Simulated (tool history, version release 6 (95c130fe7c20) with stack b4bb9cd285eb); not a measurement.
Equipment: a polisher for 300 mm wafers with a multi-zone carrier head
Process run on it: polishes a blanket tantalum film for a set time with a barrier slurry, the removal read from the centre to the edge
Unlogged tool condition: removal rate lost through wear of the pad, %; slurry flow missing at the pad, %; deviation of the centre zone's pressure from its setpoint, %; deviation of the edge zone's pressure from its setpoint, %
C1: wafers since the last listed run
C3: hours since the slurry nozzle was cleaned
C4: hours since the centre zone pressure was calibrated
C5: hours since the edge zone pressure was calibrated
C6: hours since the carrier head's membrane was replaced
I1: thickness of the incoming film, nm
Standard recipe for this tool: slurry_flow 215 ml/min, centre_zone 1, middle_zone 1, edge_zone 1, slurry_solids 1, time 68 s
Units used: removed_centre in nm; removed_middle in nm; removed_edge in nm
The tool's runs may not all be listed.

run 1 day=0 | slurry_flow=215 centre_zone=1 middle_zone=1 edge_zone=1 slurry_solids=1 time=68 | C1=0 wafers_polished_on_this_pad=1176 C3=6.8 C4=28.4 C5=91.5 C6=75 | I1=259.9 | removed_centre=74.8 removed_middle=74.5 removed_edge=75.4
-- day=0.967 worn pad replaced by a new one
run 2 day=0.988 | slurry_flow=215 centre_zone=1 middle_zone=1 edge_zone=1 slurry_solids=1 time=68 | C1=199 wafers_polished_on_this_pad=5 C3=30.5 C4=52.1 C5=115.2 C6=98.7 | I1=263.6 | removed_centre=83.2 removed_middle=80.2 removed_edge=83.2
run 3 day=1.592 | slurry_flow=215 centre_zone=1 middle_zone=1 edge_zone=1 slurry_solids=1 time=68 | C1=147 wafers_polished_on_this_pad=152 C3=45 C4=66.6 C5=129.7 C6=113.2 | I1=259.2 | removed_centre=82 removed_middle=80 removed_edge=82.5
run 4 day=2.721 | slurry_flow=215 centre_zone=1 middle_zone=1 edge_zone=1 slurry_solids=1 time=68 | C1=274 wafers_polished_on_this_pad=427 C3=72.1 C4=93.7 C5=156.8 C6=140.3 | I1=262.5 | removed_centre=80.6 removed_middle=78.5 removed_edge=82.5
run 5 day=3.712 | slurry_flow=265 centre_zone=1 middle_zone=1.12 edge_zone=0.95 slurry_solids=1.25 time=68 | C1=241 wafers_polished_on_this_pad=668 C3=95.9 C4=117.5 C5=180.6 C6=164.1 | I1=256.9 | removed_centre=87.5 removed_middle=92.5 removed_edge=87.4
run 6 day=4.817 | slurry_flow=215 centre_zone=1 middle_zone=1.09 edge_zone=0.89 slurry_solids=1 time=53 | C1=268 wafers_polished_on_this_pad=937 C3=122.4 C4=144 C5=207.1 C6=190.6 | I1=261.5 | removed_centre=62.1 removed_middle=64.6 removed_edge=59.7
run 7 day=5.85 | slurry_flow=215 centre_zone=1 middle_zone=1 edge_zone=1 slurry_solids=1 time=68 | C1=251 wafers_polished_on_this_pad=1188 C3=147.2 C4=168.8 C5=231.9 C6=215.4 | I1=259.3 | removed_centre=79.1 removed_middle=76.5 removed_edge=76.9
run 8 day=6.442 | slurry_flow=215 centre_zone=1.07 middle_zone=1 edge_zone=1 slurry_solids=1 time=68 | C1=144 wafers_polished_on_this_pad=1333 C3=161.4 C4=183 C5=246.1 C6=229.6 | I1=259.2 | removed_centre=82 removed_middle=75.2 removed_edge=78.8
run 9 day=7.033 | slurry_flow=215 centre_zone=1.05 middle_zone=1 edge_zone=0.89 slurry_solids=1 time=68 | C1=144 wafers_polished_on_this_pad=1477 C3=175.6 C4=197.2 C5=260.3 C6=243.8 | I1=256.9 | removed_centre=81.2 removed_middle=75.4 removed_edge=76.4
run 10 day=7.617 | slurry_flow=215 centre_zone=1 middle_zone=1 edge_zone=0.95 slurry_solids=1.2 time=68 | C1=142 wafers_polished_on_this_pad=1619 C3=189.6 C4=211.2 C5=274.3 C6=257.8 | I1=258.7 | removed_centre=79.2 removed_middle=77.1 removed_edge=80.1
-- day=7.917 worn pad replaced by a new one
-- day=8.004 edge zone pressure recalibrated
run 11 day=8.388 | slurry_flow=215 centre_zone=1 middle_zone=1 edge_zone=1 slurry_solids=1 time=68 | C1=126 wafers_polished_on_this_pad=94 C3=208.1 C4=229.7 C5=9.2 C6=276.3 | I1=261.2 | removed_centre=82.5 removed_middle=79.6 removed_edge=82.6
run 12 day=9.158 | slurry_flow=215 centre_zone=1 middle_zone=1 edge_zone=1 slurry_solids=1 time=68 | C1=187 wafers_polished_on_this_pad=281 C3=226.6 C4=248.2 C5=27.7 C6=294.8 | I1=255 | removed_centre=82.3 removed_middle=80.7 removed_edge=83
run 13 day=9.746 | slurry_flow=215 centre_zone=1 middle_zone=1 edge_zone=1 slurry_solids=1 time=68 | C1=143 wafers_polished_on_this_pad=424 C3=240.7 C4=262.3 C5=41.8 C6=308.9 | I1=262.8 | removed_centre=80.7 removed_middle=78.5 removed_edge=83
run 14 day=10.288 | slurry_flow=215 centre_zone=1 middle_zone=1 edge_zone=1 slurry_solids=1 time=68 | C1=131 wafers_polished_on_this_pad=556 C3=253.7 C4=275.3 C5=54.8 C6=321.9 | I1=260.6 | removed_centre=81.4 removed_middle=77.5 removed_edge=81.7
run 15 day=10.804 | slurry_flow=215 centre_zone=0.9 middle_zone=1 edge_zone=0.95 slurry_solids=1.25 time=45 | C1=125 wafers_polished_on_this_pad=682 C3=266.1 C4=287.7 C5=67.2 C6=334.3 | I1=257.7 | removed_centre=51 removed_middle=55.2 removed_edge=56.9
run 16 day=12.158 | slurry_flow=285 centre_zone=0.95 middle_zone=1 edge_zone=1 slurry_solids=0.85 time=81 | C1=329 wafers_polished_on_this_pad=1012 C3=298.6 C4=320.2 C5=99.7 C6=366.8 | I1=261.1 | removed_centre=85.3 removed_middle=88.1 removed_edge=90.1
run 17 day=12.683 | slurry_flow=215 centre_zone=1 middle_zone=1 edge_zone=0.89 slurry_solids=1 time=68 | C1=127 wafers_polished_on_this_pad=1140 C3=311.2 C4=332.8 C5=112.3 C6=379.4 | I1=263.1 | removed_centre=78.5 removed_middle=75.6 removed_edge=77.5
run 18 day=13.404 | slurry_flow=215 centre_zone=1 middle_zone=1 edge_zone=1.09 slurry_solids=1.2 time=68 | C1=175 wafers_polished_on_this_pad=1315 C3=328.5 C4=350.1 C5=129.6 C6=396.7 | I1=261.3 | removed_centre=83.2 removed_middle=80 removed_edge=85
run 19 day=14.112 | slurry_flow=280 centre_zone=1.07 middle_zone=0.91 edge_zone=1 slurry_solids=1 time=90 | C1=172 wafers_polished_on_this_pad=1488 C3=345.5 C4=367.1 C5=146.6 C6=413.7 | I1=261.7 | removed_centre=113.2 removed_middle=93.8 removed_edge=103
run 20 day=14.738 | slurry_flow=215 centre_zone=1 middle_zone=1 edge_zone=1 slurry_solids=1 time=78 | C1=152 wafers_polished_on_this_pad=1640 C3=360.5 C4=382.1 C5=161.6 C6=428.7 | I1=263.9 | removed_centre=86.9 removed_middle=84.8 removed_edge=85.9
-- day=15.117 worn pad replaced by a new one
run 21 day=15.817 | slurry_flow=215 centre_zone=1 middle_zone=1 edge_zone=1 slurry_solids=1 time=68 | C1=222 wafers_polished_on_this_pad=170 C3=386.4 C4=408 C5=187.5 C6=454.6 | I1=259.5 | removed_centre=85.3 removed_middle=79.4 removed_edge=82.7
run 22 day=16.967 | slurry_flow=250 centre_zone=1 middle_zone=1 edge_zone=1 slurry_solids=1 time=68 | C1=279 wafers_polished_on_this_pad=450 C3=414 C4=435.6 C5=215.1 C6=482.2 | I1=259 | removed_centre=83.4 removed_middle=79.5 removed_edge=82.1

Each row is a separate what-if for the run after 22, all from the same tool condition, not one after another. Results?
run A day=16.983 | slurry_flow=215 centre_zone=1 middle_zone=1 edge_zone=1 slurry_solids=1 time=68 | C1=4 wafers_polished_on_this_pad=454 C3=414.4 C4=436 C5=215.5 C6=482.6 | I1=260.2 | removed_centre=? removed_middle=? removed_edge=?
run B day=16.983 | slurry_flow=215 centre_zone=1 middle_zone=1 edge_zone=1 slurry_solids=1 time=55 | C1=4 wafers_polished_on_this_pad=454 C3=414.4 C4=436 C5=215.5 C6=482.6 | I1=260.2 | removed_centre=? removed_middle=? removed_edge=?
run C day=16.983 | slurry_flow=215 centre_zone=0.94 middle_zone=1 edge_zone=1 slurry_solids=1 time=68 | C1=4 wafers_polished_on_this_pad=454 C3=414.4 C4=436 C5=215.5 C6=482.6 | I1=260.2 | removed_centre=? removed_middle=? removed_edge=?
run D day=16.983 | slurry_flow=215 centre_zone=1.12 middle_zone=1 edge_zone=1 slurry_solids=1 time=68 | C1=4 wafers_polished_on_this_pad=454 C3=414.4 C4=436 C5=215.5 C6=482.6 | I1=260.2 | removed_centre=? removed_middle=? removed_edge=?

run=A removed_centre=80.8 removed_middle=78.6 removed_edge=80.2
run=B removed_centre=65.4 removed_middle=63.6 removed_edge=64.9
run=C removed_centre=75.9 removed_middle=78.6 removed_edge=80.2
run=D removed_centre=90.5 removed_middle=78.6 removed_edge=80.2
Take away the tool's hidden state, keep each run's random variation, and the runs would have read:
run=A removed_centre=79.6 removed_middle=81.6 removed_edge=83.2
run=B removed_centre=64.4 removed_middle=66 removed_edge=67.3
run=C removed_centre=74.8 removed_middle=81.6 removed_edge=83.2
run=D removed_centre=89.2 removed_middle=81.5 removed_edge=83.2

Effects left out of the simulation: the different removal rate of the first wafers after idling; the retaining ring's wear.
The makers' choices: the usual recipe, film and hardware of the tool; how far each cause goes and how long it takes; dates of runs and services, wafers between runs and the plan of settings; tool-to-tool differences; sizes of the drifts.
